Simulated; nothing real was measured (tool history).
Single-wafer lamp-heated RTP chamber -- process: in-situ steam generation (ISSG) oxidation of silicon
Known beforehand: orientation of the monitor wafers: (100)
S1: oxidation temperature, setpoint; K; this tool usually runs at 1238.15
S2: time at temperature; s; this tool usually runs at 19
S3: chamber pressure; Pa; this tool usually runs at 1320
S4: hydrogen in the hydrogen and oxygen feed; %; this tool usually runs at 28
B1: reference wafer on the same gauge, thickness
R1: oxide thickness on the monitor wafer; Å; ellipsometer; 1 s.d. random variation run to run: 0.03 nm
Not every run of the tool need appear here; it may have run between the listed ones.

Run 1, hour 0: usual settings; B1 4.996. Result: R1 51.52 Å.
Run 2, hour 77.9: usual settings; B1 4.988. Result: R1 52.03 Å.
Run 3, hour 159.3: usual settings; B1 4.989. Result: R1 51.74 Å.
Run 4, hour 259.1: usual settings; B1 4.987. Result: R1 51.33 Å.
Run 5, hour 352.5: usual settings; B1 4.99. Result: R1 51.06 Å.
Run 6, hour 424.6: usual settings; B1 4.994. Result: R1 51.68 Å.
Run 7, hour 488.8: usual settings but S1 1254.15 K; B1 4.994. Result: R1 54.23 Å.
Run 8, hour 582: usual settings; B1 4.988. Result: R1 51.81 Å.
Run 9, hour 681.6: usual settings; B1 4.99. Result: R1 51.44 Å.
Run 10, hour 754: usual settings; B1 4.982. Result: R1 52.24 Å.
Run 11, hour 816.6: usual settings but S2 22 s, S4 20 %; B1 4.98. Result: R1 50.88 Å.
Run 12, hour 909.9: usual settings but S2 25 s, S3 1360 Pa; B1 4.991. Result: R1 57.51 Å.
Run 13, hour 950.4: usual settings but S1 1223.15 K, S2 26 s; B1 4.986. Result: R1 56.29 Å.
Run 14, hour 987.1: usual settings but S1 1224.15 K; B1 4.988. Result: R1 49.33 Å.
Run 15, hour 1051.8: usual settings but S2 25 s, S3 1360 Pa, S4 24 %; B1 4.989. Result: R1 55.92 Å.
Run 16, hour 1105: usual settings; B1 4.999. Result: R1 51.3 Å.
Run 17, hour 1190.7: usual settings but S2 16 s; B1 4.989. Result: R1 48.03 Å.
Run 18, hour 1296.5: usual settings but S2 15 s, S4 24 %; B1 4.99. Result: R1 45.58 Å.
Run 19, hour 1341.2: usual settings but S2 26 s; B1 4.999. Result: R1 59.37 Å.

Removed from this log: 4 entries logged between the listed runs. Between which two listed runs does each belong, and how does the tool's hidden state at the listed run before it compare with that at the listed run after it?
After run 6, before run 7: hydrogen flow controller replaced (hour 469.9)
  no hidden state differs between the two runs
After run 7, before run 8: pressure gauge zeroed (hour 555.6)
  no hidden state differs between the two runs
After run 12, before run 13: pyrometer window cleaned and pyrometer calibrated (hour 929)
  no hidden state differs between the two runs
After run 15, before run 16: gauge calibrated (hour 1062.7)
  no hidden state differs between the two runs
